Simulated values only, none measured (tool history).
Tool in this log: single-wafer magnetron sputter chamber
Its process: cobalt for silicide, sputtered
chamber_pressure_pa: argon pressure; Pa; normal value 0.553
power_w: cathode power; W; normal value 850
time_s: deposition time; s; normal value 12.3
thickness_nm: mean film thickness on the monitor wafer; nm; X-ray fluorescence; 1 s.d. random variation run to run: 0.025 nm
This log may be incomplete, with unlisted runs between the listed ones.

| run | hour | chamber_pressure_pa | power_w | time_s | wafers since the last listed run | wafers on the sputter target | hours since the last manometer calibration | hours since the magnet pack was replaced | hours since the gauge calibration | read-back reference wafer on the same gauge, thickness_nm | thickness_nm |
|---|---|---|---|---|---|---|---|---|---|---|---|
| 1 | 0.0 | 0.553 | 850 | 12.3 | 0 | 2125 | 1354.0 | 10874.4 | 98.8 | 4.478 | 4.983 |
| 2 | 49.1 | 0.553 | 850 | 12.3 | 1801 | 3927 | 1403.1 | 10923.5 | 147.9 | 4.480 | 5.040 |
| 3 | 88.8 | 0.553 | 850 | 12.3 | 1456 | 5384 | 1442.8 | 10963.2 | 187.6 | 4.482 | 4.962 |
| 4 | 124.8 | 0.553 | 850 | 12.3 | 1320 | 6705 | 1478.8 | 10999.2 | 223.6 | 4.482 | 4.966 |
|  | 139.1 | sputter target and shields replaced |
| 5 | 191.1 | 0.553 | 850 | 12.3 | 2139 | 1908 | 1545.1 | 11065.5 | 289.9 | 4.485 | 5.018 |
| 6 | 254.4 | 0.607 | 850 | 12.3 | 2322 | 4231 | 1608.4 | 11128.8 | 353.2 | 4.494 | 4.902 |
| 7 | 320.4 | 0.553 | 800 | 12.3 | 2421 | 6653 | 1674.4 | 11194.8 | 419.2 | 4.501 | 4.665 |
| 8 | 346.4 | 0.553 | 850 | 12.3 | 954 | 7607 | 1700.4 | 11220.8 | 445.2 | 4.507 | 5.015 |
|  | 361.1 | sputter target and shields replaced |
|  | 370.4 | magnet pack replaced |
| 9 | 370.9 | 0.553 | 850 | 12.3 | 311 | 66 | 1724.9 | 0.5 | 469.7 | 4.507 | 5.038 |
| 10 | 410.5 | 0.553 | 700 | 12.3 | 1453 | 1519 | 1764.5 | 40.1 | 509.3 | 4.513 | 4.122 |
|  | 466.5 | capacitance manometer re-zeroed and calibrated |
| 11 | 467.0 | 0.644 | 850 | 12.3 | 1779 | 3299 | 0.5 | 96.6 | 565.8 | 4.521 | 4.801 |
| 12 | 518.5 | 0.608 | 700 | 14.7 | 1889 | 5188 | 52.0 | 148.1 | 617.3 | 4.536 | 4.848 |
|  | 564.1 | sputter target and shields replaced |
| 13 | 579.7 | 0.553 | 650 | 11.6 | 1952 | 573 | 113.2 | 209.3 | 678.5 | 4.541 | 3.634 |
| 14 | 637.7 | 0.553 | 850 | 12.3 | 2128 | 2701 | 171.2 | 267.3 | 736.5 | 4.552 | 5.111 |
| 15 | 688.9 | 0.553 | 850 | 12.3 | 1878 | 4580 | 222.4 | 318.5 | 787.7 | 4.562 | 5.097 |
| 16 | 735.0 | 0.644 | 850 | 12.3 | 1691 | 6271 | 268.5 | 364.6 | 833.8 | 4.573 | 4.920 |
|  | 771.3 | sputter target and shields replaced |
| 17 | 783.0 | 0.657 | 900 | 11.0 | 1467 | 430 | 316.5 | 412.6 | 881.8 | 4.588 | 4.569 |
|  | 826.3 | gauge calibrated |
| 18 | 849.6 | 0.553 | 850 | 12.3 | 2443 | 2874 | 383.1 | 479.2 | 23.3 | 4.462 | 4.952 |
| 19 | 884.2 | 0.553 | 850 | 12.3 | 1269 | 4143 | 417.7 | 513.8 | 57.9 | 4.463 | 4.976 |
| 20 | 944.7 | 0.755 | 750 | 14.7 | 2219 | 6363 | 478.2 | 574.3 | 118.4 | 4.469 | 4.711 |
| 21 | 989.1 | 0.371 | 1000 | 11.7 | 1629 | 7992 | 522.6 | 618.7 | 162.8 | 4.469 | 6.100 |
|  | 1012.4 | sputter target and shields replaced |
| 22 | 1033.3 | 0.477 | 850 | 14.7 | 1328 | 766 | 566.8 | 662.9 | 207.0 | 4.472 | 6.164 |
| 23 | 1070.3 | 0.553 | 950 | 12.3 | 1357 | 2124 | 603.8 | 699.9 | 244.0 | 4.477 | 5.592 |

What if the next run were any one of these 3? Each begins from the tool's condition after run 23:
| A | 1070.7 | 0.553 | 850 | 14.7 | 14 | 2138 | 604.2 | 700.3 | 244.4 | ? | ? |
| B | 1070.7 | 0.451 | 900 | 11.2 | 14 | 2138 | 604.2 | 700.3 | 244.4 | ? | ? |
| C | 1070.7 | 0.553 | 850 | 13.0 | 14 | 2138 | 604.2 | 700.3 | 244.4 | ? | ? |

| run | read-back reference wafer on the same gauge, thickness_nm | thickness_nm |
|---|---|---|
| A | 4.474 | 6.004 |
| B | 4.474 | 5.104 |
| C | 4.474 | 5.310 |
Had the tool no hidden state, the same runs would have come out as:
| run | thickness_nm |
|---|---|
| A | 5.987 |
| B | 5.089 |
| C | 5.295 |
